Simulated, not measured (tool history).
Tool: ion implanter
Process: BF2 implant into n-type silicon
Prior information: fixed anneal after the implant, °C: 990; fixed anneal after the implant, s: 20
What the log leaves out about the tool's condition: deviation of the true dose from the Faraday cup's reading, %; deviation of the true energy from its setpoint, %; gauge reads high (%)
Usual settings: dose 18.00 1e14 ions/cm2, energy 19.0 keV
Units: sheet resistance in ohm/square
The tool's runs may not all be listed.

| run | hour | dose | energy | wafers since the last listed run | hours since the last dose calibration | hours since the extraction supply was calibrated | hours since the gauge calibration | read-back reference wafer on the same gauge, sheet resistance | sheet resistance |
|---|---|---|---|---|---|---|---|---|---|
| 1 | 0.0 | 18.00 | 19.0 | 0 | 545.6 | 5432.9 | 628.6 | 186.93 | 188.45 |
| 2 | 69.4 | 18.00 | 19.0 | 1673 | 615.0 | 5502.3 | 698.0 | 186.94 | 188.48 |
| 3 | 377.0 | 18.00 | 19.0 | 7416 | 922.6 | 5809.9 | 1005.6 | 187.00 | 187.91 |
| 4 | 481.8 | 22.23 | 19.0 | 2526 | 1027.4 | 5914.7 | 1110.4 | 187.01 | 183.70 |
| 5 | 541.2 | 22.23 | 19.0 | 1432 | 1086.8 | 5974.1 | 1169.8 | 187.02 | 183.66 |
| 6 | 590.8 | 18.00 | 19.0 | 1195 | 1136.4 | 6023.7 | 1219.4 | 187.00 | 187.45 |
| 7 | 673.9 | 18.00 | 19.0 | 2003 | 1219.5 | 6106.8 | 1302.5 | 186.97 | 187.98 |
| 8 | 716.3 | 18.00 | 19.0 | 1022 | 1261.9 | 6149.2 | 1344.9 | 187.00 | 187.21 |
|  | 792.5 | gauge calibrated |
| 9 | 808.2 | 18.00 | 19.0 | 2215 | 1353.8 | 6241.1 | 15.7 | 186.93 | 187.62 |
| 10 | 884.3 | 18.00 | 19.0 | 1834 | 1429.9 | 6317.2 | 91.8 | 186.99 | 187.41 |
| 11 | 990.9 | 18.00 | 19.0 | 2570 | 1536.5 | 6423.8 | 198.4 | 186.94 | 187.23 |
| 12 | 1042.2 | 18.00 | 17.5 | 1236 | 1587.8 | 6475.1 | 249.7 | 187.06 | 194.11 |
|  | 1055.9 | Faraday cup replaced and dose calibrated |
| 13 | 1124.6 | 18.00 | 17.5 | 1793 | 68.7 | 6557.5 | 332.1 | 187.02 | 194.46 |
| 14 | 1173.2 | 21.54 | 22.0 | 1171 | 117.3 | 6606.1 | 380.7 | 187.01 | 170.46 |
|  | 1202.0 | extraction supply calibrated |
| 15 | 1260.7 | 18.00 | 24.0 | 1916 | 204.8 | 58.7 | 468.2 | 186.97 | 169.51 |
| 16 | 1306.3 | 15.53 | 13.0 | 1099 | 250.4 | 104.3 | 513.8 | 186.96 | 229.40 |
| 17 | 1361.3 | 22.72 | 25.0 | 1326 | 305.4 | 159.3 | 568.8 | 187.06 | 161.92 |
| 18 | 1461.5 | 16.53 | 14.0 | 2415 | 405.6 | 259.5 | 669.0 | 187.00 | 220.66 |
| 19 | 1540.6 | 14.48 | 12.5 | 1907 | 484.7 | 338.6 | 748.1 | 187.02 | 234.96 |
| 20 | 1863.5 | 13.99 | 17.0 | 7784 | 807.6 | 661.5 | 1071.0 | 186.97 | 207.00 |
| 21 | 1925.1 | 14.22 | 23.5 | 1485 | 869.2 | 723.1 | 1132.6 | 186.98 | 176.55 |
| 22 | 1986.1 | 18.00 | 19.0 | 1470 | 930.2 | 784.1 | 1193.6 | 187.05 | 190.06 |
| 23 | 2038.3 | 22.39 | 21.0 | 1258 | 982.4 | 836.3 | 1245.8 | 187.07 | 177.52 |
| 24 | 2074.6 | 15.32 | 14.5 | 875 | 1018.7 | 872.6 | 1282.1 | 187.02 | 219.43 |
| 25 | 2162.0 | 23.18 | 16.0 | 2107 | 1106.1 | 960.0 | 1369.5 | 187.00 | 200.72 |
| 26 | 2226.9 | 19.95 | 19.0 | 1564 | 1171.0 | 1024.9 | 1434.4 | 187.01 | 188.15 |
|  | 2279.8 | gauge calibrated |
| 27 | 2299.2 | 18.00 | 19.0 | 1743 | 1243.3 | 1097.2 | 19.4 | 186.99 | 190.62 |
| 28 | 2339.1 | 18.00 | 19.0 | 961 | 1283.2 | 1137.1 | 59.3 | 186.94 | 189.86 |
| 29 | 2420.1 | 18.00 | 25.0 | 1952 | 1364.2 | 1218.1 | 140.3 | 187.02 | 165.55 |

Predict each of these 5 candidate next runs independently; none follows another, all start after run 29:
| A | 2420.5 | 18.00 | 19.0 | 9 | 1364.6 | 1218.5 | 140.7 | ? | ? |
| B | 2420.5 | 18.00 | 25.5 | 9 | 1364.6 | 1218.5 | 140.7 | ? | ? |
| C | 2420.5 | 20.68 | 19.0 | 9 | 1364.6 | 1218.5 | 140.7 | ? | ? |
| D | 2420.5 | 16.43 | 14.5 | 9 | 1364.6 | 1218.5 | 140.7 | ? | ? |
| E | 2420.5 | 22.61 | 14.5 | 9 | 1364.6 | 1218.5 | 140.7 | ? | ? |

| run | read-back reference wafer on the same gauge, sheet resistance | sheet resistance |
|---|---|---|
| A | 187.02 | 190.20 |
| B | 187.02 | 164.17 |
| C | 187.02 | 187.31 |
| D | 187.02 | 217.54 |
| E | 187.02 | 209.74 |
The same runs, with their run-to-run variation unchanged, on a tool lacking any hidden condition would have given:
| run | sheet resistance |
|---|---|
| A | 191.04 |
| B | 164.95 |
| C | 188.12 |
| D | 218.39 |
| E | 210.57 |
